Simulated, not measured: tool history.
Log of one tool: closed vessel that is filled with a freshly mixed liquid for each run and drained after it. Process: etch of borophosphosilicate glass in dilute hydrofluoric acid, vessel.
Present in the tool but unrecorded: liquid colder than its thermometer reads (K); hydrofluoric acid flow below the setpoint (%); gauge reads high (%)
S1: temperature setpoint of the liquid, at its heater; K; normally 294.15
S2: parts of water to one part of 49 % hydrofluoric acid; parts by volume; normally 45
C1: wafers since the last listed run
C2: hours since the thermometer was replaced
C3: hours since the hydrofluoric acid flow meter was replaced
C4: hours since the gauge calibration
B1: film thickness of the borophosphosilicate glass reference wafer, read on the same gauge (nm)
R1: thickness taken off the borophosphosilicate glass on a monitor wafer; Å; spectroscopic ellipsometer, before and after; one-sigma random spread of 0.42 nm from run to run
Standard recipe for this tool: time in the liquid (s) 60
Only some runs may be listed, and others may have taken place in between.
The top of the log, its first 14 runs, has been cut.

{"run": 15, "hour": 253.9, "S1": 294.15, "S2": 45, "time in the liquid (s)": 60, "C1": 2121, "C2": 165.4, "C3": 226.1, "C4": 258.1, "B1": 130, "R1": 505.7}
{"run": 16, "hour": 265.6, "S1": 294.15, "S2": 60, "time in the liquid (s)": 30, "C1": 1402, "C2": 177.1, "C3": 237.8, "C4": 269.8, "B1": 129.99, "R1": 188.4}
{"run": 17, "hour": 281.6, "S1": 294.15, "S2": 45, "time in the liquid (s)": 35, "C1": 1917, "C2": 193.1, "C3": 253.8, "C4": 285.8, "B1": 130.01, "R1": 299}
{"run": 18, "hour": 292.5, "S1": 294.15, "S2": 45, "time in the liquid (s)": 85, "C1": 1306, "C2": 204, "C3": 264.7, "C4": 296.7, "B1": 130.02, "R1": 731.4}
{"run": 19, "hour": 304.2, "S1": 298.65, "S2": 50, "time in the liquid (s)": 35, "C1": 1402, "C2": 215.7, "C3": 276.4, "C4": 308.4, "B1": 130.01, "R1": 322.4}
{"run": 20, "hour": 321.1, "S1": 298.15, "S2": 45, "time in the liquid (s)": 60, "C1": 2025, "C2": 232.6, "C3": 293.3, "C4": 325.3, "B1": 130.07, "R1": 600.1}
{"run": 21, "hour": 330.5, "S1": 294.15, "S2": 45, "time in the liquid (s)": 60, "C1": 1126, "C2": 242, "C3": 302.7, "C4": 334.7, "B1": 130, "R1": 515.6}
{"run": 22, "hour": 343.1, "S1": 294.15, "S2": 45, "time in the liquid (s)": 80, "C1": 1510, "C2": 254.6, "C3": 315.3, "C4": 347.3, "B1": 130, "R1": 682.2}

Run 23 is up next; what results do you expect?
{"run": 23, "hour": 358.6, "S1": 290.15, "S2": 30, "time in the liquid (s)": 45, "C1": 1858, "C2": 270.1, "C3": 330.8, "C4": 362.8, "B1": "?", "R1": "?"}

{"run 23": {"B1": 130.02, "R1": 494.4}}
Were there no unlogged condition in the tool, this run, its random variation unchanged, would have produced R1 504.5 Å.
